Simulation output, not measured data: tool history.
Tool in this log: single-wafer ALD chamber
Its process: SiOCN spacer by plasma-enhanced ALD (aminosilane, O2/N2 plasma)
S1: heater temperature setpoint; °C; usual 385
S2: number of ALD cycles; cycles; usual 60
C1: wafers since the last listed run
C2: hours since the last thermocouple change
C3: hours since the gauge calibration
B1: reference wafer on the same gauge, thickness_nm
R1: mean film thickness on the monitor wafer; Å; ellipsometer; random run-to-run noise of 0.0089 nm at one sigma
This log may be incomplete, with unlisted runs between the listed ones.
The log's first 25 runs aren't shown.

Run 26, hour 1568.5: usual settings; C1 311; C2 87.9; C3 801.0; B1 3.199. Result: R1 35.68 Å.
Run 27, hour 1637.9: usual settings but S1 399 °C, S2 54 cycles; C1 355; C2 157.3; C3 870.4; B1 3.199. Result: R1 31.85 Å.
Run 28, hour 1663.0: usual settings but S1 400 °C, S2 53 cycles; C1 128; C2 182.4; C3 895.5; B1 3.203. Result: R1 31.23 Å.
Run 29, hour 1707.5: usual settings but S2 49 cycles; C1 227; C2 226.9; C3 940.0; B1 3.198. Result: R1 29.13 Å.
Run 30, hour 1772.5: usual settings but S2 53 cycles; C1 332; C2 291.9; C3 1005.0; B1 3.199. Result: R1 31.51 Å.
Run 31, hour 1808.6: usual settings but S1 378 °C, S2 64 cycles; C1 184; C2 328.0; C3 1041.1; B1 3.201. Result: R1 38.02 Å.
Run 32, hour 1852.5: usual settings but S1 370 °C, S2 64 cycles; C1 224; C2 371.9; C3 1085.0; B1 3.199. Result: R1 38.20 Å.
Run 33, hour 1879.1: usual settings but S1 396 °C; C1 136; C2 398.5; C3 1111.6; B1 3.199. Result: R1 35.54 Å.

Alternative continuations, all from the tool just after run 33; predict every row:
Run A, hour 1879.6: usual settings; C1 2; C2 399.0; C3 1112.1; B1 ?. Result: R1 ?.
Run B, hour 1879.6: usual settings but S2 71 cycles; C1 2; C2 399.0; C3 1112.1; B1 ?. Result: R1 ?.
Run C, hour 1879.6: usual settings but S1 374 °C; C1 2; C2 399.0; C3 1112.1; B1 ?. Result: R1 ?.

run     B1     R1
  A  3.200  35.54
  B  3.200  42.05
  C  3.200  35.54
The same runs, with their run-to-run variation unchanged, on a tool lacking any hidden condition would have given:
run     R1
  A  35.54
  B  42.05
  C  35.54
